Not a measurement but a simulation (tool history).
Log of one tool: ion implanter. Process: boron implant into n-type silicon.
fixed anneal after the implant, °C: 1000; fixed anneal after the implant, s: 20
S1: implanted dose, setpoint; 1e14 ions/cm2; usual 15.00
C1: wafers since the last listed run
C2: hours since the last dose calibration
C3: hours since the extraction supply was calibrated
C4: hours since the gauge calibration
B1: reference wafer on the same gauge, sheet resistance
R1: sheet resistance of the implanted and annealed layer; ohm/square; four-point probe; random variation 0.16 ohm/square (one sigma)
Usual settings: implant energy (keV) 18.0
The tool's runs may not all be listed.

Run 1, hour 0.0: usual settings but S1 17.00 1e14 ions/cm2; C1 0; C2 114.7; C3 2017.9; C4 1009.5; B1 90.04. Result: R1 98.08 ohm/square.
Run 2, hour 37.1: usual settings but S1 17.00 1e14 ions/cm2; C1 654; C2 151.8; C3 2055.0; C4 1046.6; B1 89.95. Result: R1 98.34 ohm/square.
Run 3, hour 102.5: usual settings but S1 17.00 1e14 ions/cm2; C1 1153; C2 217.2; C3 2120.4; C4 1112.0; B1 90.02. Result: R1 97.74 ohm/square.
Run 4, hour 150.5: usual settings but implant energy (keV) 21.5; C1 846; C2 265.2; C3 2168.4; C4 1160.0; B1 90.01. Result: R1 101.30 ohm/square.
Run 5, hour 290.5: usual settings but implant energy (keV) 20.0; C1 2468; C2 405.2; C3 2308.4; C4 1300.0; B1 89.98. Result: R1 102.17 ohm/square.
Run 6, hour 350.8: usual settings but implant energy (keV) 20.0; C1 1063; C2 465.5; C3 2368.7; C4 1360.3; B1 89.96. Result: R1 102.01 ohm/square.
Run 7, hour 414.0: usual settings but implant energy (keV) 20.0; C1 1114; C2 528.7; C3 2431.9; C4 1423.5; B1 90.02. Result: R1 101.77 ohm/square.
Run 8, hour 445.4: usual settings but S1 17.90 1e14 ions/cm2, implant energy (keV) 13.0; C1 553; C2 560.1; C3 2463.3; C4 1454.9; B1 90.06. Result: R1 106.90 ohm/square.
At hour 521.8: Faraday cup replaced and dose calibrated.
Run 9, hour 544.2: usual settings but S1 17.90 1e14 ions/cm2, implant energy (keV) 13.0; C1 1600; C2 22.4; C3 2562.1; C4 1553.7; B1 90.02. Result: R1 107.52 ohm/square.
Run 10, hour 591.5: usual settings but S1 13.77 1e14 ions/cm2; C1 833; C2 69.7; C3 2609.4; C4 1601.0; B1 89.99. Result: R1 111.10 ohm/square.
Run 11, hour 660.1: usual settings but S1 13.77 1e14 ions/cm2; C1 1209; C2 138.3; C3 2678.0; C4 1669.6; B1 90.00. Result: R1 111.13 ohm/square.
Run 12, hour 723.4: usual settings but implant energy (keV) 15.5; C1 1116; C2 201.6; C3 2741.3; C4 1732.9; B1 90.03. Result: R1 109.14 ohm/square.
Run 13, hour 756.3: usual settings but implant energy (keV) 15.5; C1 580; C2 234.5; C3 2774.2; C4 1765.8; B1 89.90. Result: R1 109.37 ohm/square.
Run 14, hour 811.3: usual settings but implant energy (keV) 15.5; C1 969; C2 289.5; C3 2829.2; C4 1820.8; B1 90.03. Result: R1 109.03 ohm/square.
Run 15, hour 949.7: usual settings but implant energy (keV) 16.5; C1 2440; C2 427.9; C3 2967.6; C4 1959.2; B1 89.99. Result: R1 107.02 ohm/square.
Run 16, hour 1001.6: usual settings but S1 17.98 1e14 ions/cm2; C1 915; C2 479.8; C3 3019.5; C4 2011.1; B1 90.03. Result: R1 94.90 ohm/square.
Run 17, hour 1056.5: usual settings but S1 17.98 1e14 ions/cm2; C1 967; C2 534.7; C3 3074.4; C4 2066.0; B1 89.98. Result: R1 94.95 ohm/square.
At hour 1081.9: Faraday cup replaced and dose calibrated.
At hour 1108.8: extraction supply calibrated.
Run 18, hour 1173.8: usual settings; C1 1785; C2 91.9; C3 65.0; C4 2183.3; B1 90.03. Result: R1 104.39 ohm/square.
Run 19, hour 1215.5: usual settings but S1 10.88 1e14 ions/cm2, implant energy (keV) 13.0; C1 735; C2 133.6; C3 106.7; C4 2225.0; B1 90.01. Result: R1 136.71 ohm/square.
Run 20, hour 1268.6: usual settings but S1 11.04 1e14 ions/cm2, implant energy (keV) 20.5; C1 936; C2 186.7; C3 159.8; C4 2278.1; B1 90.04. Result: R1 125.79 ohm/square.
Run 21, hour 1325.3: usual settings but S1 18.89 1e14 ions/cm2, implant energy (keV) 12.5; C1 999; C2 243.4; C3 216.5; C4 2334.8; B1 90.09. Result: R1 106.36 ohm/square.
Run 22, hour 1363.9: usual settings but S1 11.70 1e14 ions/cm2, implant energy (keV) 22.5; C1 680; C2 282.0; C3 255.1; C4 2373.4; B1 89.97. Result: R1 118.75 ohm/square.
Run 23, hour 1418.6: usual settings but S1 12.59 1e14 ions/cm2, implant energy (keV) 22.0; C1 964; C2 336.7; C3 309.8; C4 2428.1; B1 89.94. Result: R1 112.45 ohm/square.
Run 24, hour 1453.6: usual settings; C1 617; C2 371.7; C3 344.8; C4 2463.1; B1 89.90. Result: R1 103.76 ohm/square.
At hour 1487.0: gauge calibrated.
Run 25, hour 1514.9: usual settings but implant energy (keV) 16.5; C1 1080; C2 433.0; C3 406.1; C4 27.9; B1 89.99. Result: R1 105.66 ohm/square.
Run 26, hour 1544.0: usual settings but S1 18.20 1e14 ions/cm2; C1 513; C2 462.1; C3 435.2; C4 57.0; B1 89.92. Result: R1 93.56 ohm/square.
Run 27, hour 1590.0: usual settings but S1 17.98 1e14 ions/cm2; C1 811; C2 508.1; C3 481.2; C4 103.0; B1 90.01. Result: R1 94.15 ohm/square.
At hour 1666.0: Faraday cup replaced and dose calibrated.
Run 28, hour 1666.5: usual settings but S1 11.29 1e14 ions/cm2, implant energy (keV) 13.5; C1 1207; C2 0.5; C3 557.7; C4 179.5; B1 90.02. Result: R1 132.92 ohm/square.
Run 29, hour 1739.7: usual settings but S1 19.41 1e14 ions/cm2, implant energy (keV) 21.5; C1 1290; C2 73.7; C3 630.9; C4 252.7; B1 90.01. Result: R1 86.79 ohm/square.
Run 30, hour 1796.2: usual settings but S1 10.53 1e14 ions/cm2, implant energy (keV) 13.0; C1 996; C2 130.2; C3 687.4; C4 309.2; B1 89.97. Result: R1 139.97 ohm/square.
Run 31, hour 1832.1: usual settings but implant energy (keV) 16.5; C1 632; C2 166.1; C3 723.3; C4 345.1; B1 90.04. Result: R1 106.90 ohm/square.
Run 32, hour 1882.3: usual settings but S1 17.00 1e14 ions/cm2; C1 885; C2 216.3; C3 773.5; C4 395.3; B1 89.94. Result: R1 97.64 ohm/square.
Run 33, hour 1952.1: usual settings but S1 17.73 1e14 ions/cm2, implant energy (keV) 20.0; C1 1230; C2 286.1; C3 843.3; C4 465.1; B1 90.02. Result: R1 92.58 ohm/square.
Run 34, hour 1992.3: usual settings but S1 11.19 1e14 ions/cm2, implant energy (keV) 13.5; C1 708; C2 326.3; C3 883.5; C4 505.3; B1 89.91. Result: R1 132.88 ohm/square.
Run 35, hour 2037.7: usual settings; C1 800; C2 371.7; C3 928.9; C4 550.7; B1 90.02. Result: R1 104.04 ohm/square.

Forecast each of these 3 alternatives for the next run:
Run A, hour 2038.1: usual settings but S1 13.04 1e14 ions/cm2; C1 7; C2 372.1; C3 929.3; C4 551.1; B1 ?. Result: R1 ?.
Run B, hour 2038.1: usual settings but S1 12.29 1e14 ions/cm2, implant energy (keV) 14.0; C1 7; C2 372.1; C3 929.3; C4 551.1; B1 ?. Result: R1 ?.
Run C, hour 2038.1: usual settings but S1 16.96 1e14 ions/cm2; C1 7; C2 372.1; C3 929.3; C4 551.1; B1 ?. Result: R1 ?.

run     B1      R1
  A  89.96  113.74
  B  89.96  124.40
  C  89.96   97.44
Without the tool's hidden state the same runs would have given:
run      R1
  A  114.30
  B  124.84
  C   97.62

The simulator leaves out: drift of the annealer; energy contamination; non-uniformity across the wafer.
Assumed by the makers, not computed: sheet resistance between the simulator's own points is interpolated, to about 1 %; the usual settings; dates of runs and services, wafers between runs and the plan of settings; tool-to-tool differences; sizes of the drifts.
